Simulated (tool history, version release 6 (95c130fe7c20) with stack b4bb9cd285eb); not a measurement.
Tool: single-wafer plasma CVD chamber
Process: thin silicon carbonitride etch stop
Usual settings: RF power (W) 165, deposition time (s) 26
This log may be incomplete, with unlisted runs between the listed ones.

run    hour  RF power (W)  deposition time (s)  wafers since the last listed run  hours since the last thermocouple change  hours since the last RF generator calibration  hours since the showerhead was replaced  hours since the gauge calibration  read-back reference wafer on the same gauge, thickness_nm  mean film thickness on the monitor wafer (Å)
  1       0           165                   26                                 0                                     990.6                                           81.8                                   5199.6                             1867.5                                                     14.701                                        142.25
  2    64.5           165                 30.1                              1000                                    1055.1                                          146.3                                   5264.1                               1932                                                     14.697                                        164.79
  3   108.2           165                 30.1                               677                                    1098.8                                            190                                   5307.8                             1975.7                                                     14.696                                        165.02
  4   167.3           165                 30.1                               916                                    1157.9                                          249.1                                   5366.9                             2034.8                                                     14.697                                        164.65
  5   207.9           175                   26                               629                                    1198.5                                          289.7                                   5407.5                             2075.4                                                       14.7                                        144.69
  6   276.3           165                 22.1                              1060                                    1266.9                                          358.1                                   5475.9                             2143.8                                                     14.706                                        121.05
  7     344           165                 22.1                              1049                                    1334.6                                          425.8                                   5543.6                             2211.5                                                       14.7                                        120.91
  8   382.5           165                   26                               596                                    1373.1                                          464.3                                   5582.1                               2250                                                     14.698                                        142.58
      410.9  -- gauge calibrated
  9   442.4           165                 28.9                               928                                      1433                                          524.2                                     5642                               31.5                                                     14.704                                        157.51
 10   502.4           165                 28.9                               930                                      1493                                          584.2                                     5702                               91.5                                                     14.694                                        157.58
 11   562.7           165                 28.9                               934                                    1553.3                                          644.5                                   5762.3                              151.8                                                     14.695                                           157
 12   595.6           165                 29.6                               510                                    1586.2                                          677.4                                   5795.2                              184.7                                                     14.695                                        161.08
 13   662.9           165                 29.6                              1043                                    1653.5                                          744.7                                   5862.5                                252                                                     14.694                                         160.6
 14   728.5           165                   26                              1017                                    1719.1                                          810.3                                   5928.1                              317.6                                                     14.697                                        141.08
 15   774.4           185                 29.6                               711                                      1765                                          856.2                                     5974                              363.5                                                     14.706                                         165.4
 16   806.4           145                 29.5                               496                                      1797                                          888.2                                     6006                              395.5                                                     14.694                                        154.46
      874.4  -- thermocouple changed; heater temperature recalibrated
 17   876.5           190                 28.3                               962                                       2.1                                          958.3                                   6076.1                              465.6                                                     14.702                                        158.89
      954.7  -- RF generator calibrated
 18  1086.1           145                   26                              3125                                     211.7                                          131.4                                   6285.7                              675.2                                                     14.698                                        137.16
 19  1114.8           180                 23.5                               444                                     240.4                                          160.1                                   6314.4                              703.9                                                     14.698                                        131.98
     1174.3  -- showerhead replaced
 20  1180.4           145                 21.2                               893                                       306                                          225.7                                      6.1                              769.5                                                     14.697                                        112.14
 21  1211.4           190                   29                               480                                       337                                          256.7                                     37.1                              800.5                                                       14.7                                        164.72
 22  1243.8           165                   26                               502                                     369.4                                          289.1                                     69.5                              832.9                                                     14.701                                        142.36
 23  1288.5           140                 29.6                               693                                     414.1                                          333.8                                    114.2                              877.6                                                       14.7                                        154.92
 24  1337.9           165                   26                               765                                     463.5                                          383.2                                    163.6                                927                                                     14.694                                        142.52
 25  1396.2           165                   26                               903                                     521.8                                          441.5                                    221.9                              985.3                                                     14.706                                        141.93
 26  1450.5           165                 31.1                               841                                     576.1                                          495.8                                    276.2                             1039.6                                                     14.702                                         169.7
 27  1505.7           185                 29.6                               855                                     631.3                                            551                                    331.4                             1094.8                                                     14.703                                        166.08
 28  1565.4           165                   26                               925                                       691                                          610.7                                    391.1                             1154.5                                                     14.703                                        141.39
 29    1631           165                   26                              1017                                     756.6                                          676.3                                    456.7                             1220.1                                                     14.695                                        141.58
 30  1661.5           165                 23.5                               472                                     787.1                                          706.8                                    487.2                             1250.6                                                     14.703                                        128.01
 31  1701.6           165                   26                               621                                     827.2                                          746.9                                    527.3                             1290.7                                                     14.696                                        141.15
 32  1766.7           185                   26                              1009                                     892.3                                            812                                    592.4                             1355.8                                                     14.704                                        145.71
 33  1802.1           175                 30.1                               548                                     927.7                                          847.4                                    627.8                             1391.2                                                     14.703                                        165.63
 34  1846.1           175                 23.9                               682                                     971.7                                          891.4                                    671.8                             1435.2                                                     14.694                                        131.27
 35  1897.2           165                   26                               792                                    1022.8                                          942.5                                    722.9                             1486.3                                                     14.704                                        140.86
 36  1940.9           165                   23                               677                                    1066.5                                          986.2                                    766.6                               1530                                                     14.696                                        124.44

Below are 3 alternative next runs, each starting from the tool's condition after run 36. Predict each:
  A  1941.3           165                 23.1                                 6                                    1066.9                                          986.6                                      767                             1530.4                                                          ?                                             ?
  B  1941.3           175                 30.4                                 6                                    1066.9                                          986.6                                      767                             1530.4                                                          ?                                             ?
  C  1941.3           155                 24.2                                 6                                    1066.9                                          986.6                                      767                             1530.4                                                          ?                                             ?

run  read-back reference wafer on the same gauge, thickness_nm  mean film thickness on the monitor wafer (Å)
  A                                                     14.701                                         124.4
  B                                                     14.701                                        166.34
  C                                                     14.701                                        128.15
Without the tool's hidden state the same runs would have given:
run  mean film thickness on the monitor wafer (Å)
  A                                        126.25
  B                                        168.81
  C                                        130.05

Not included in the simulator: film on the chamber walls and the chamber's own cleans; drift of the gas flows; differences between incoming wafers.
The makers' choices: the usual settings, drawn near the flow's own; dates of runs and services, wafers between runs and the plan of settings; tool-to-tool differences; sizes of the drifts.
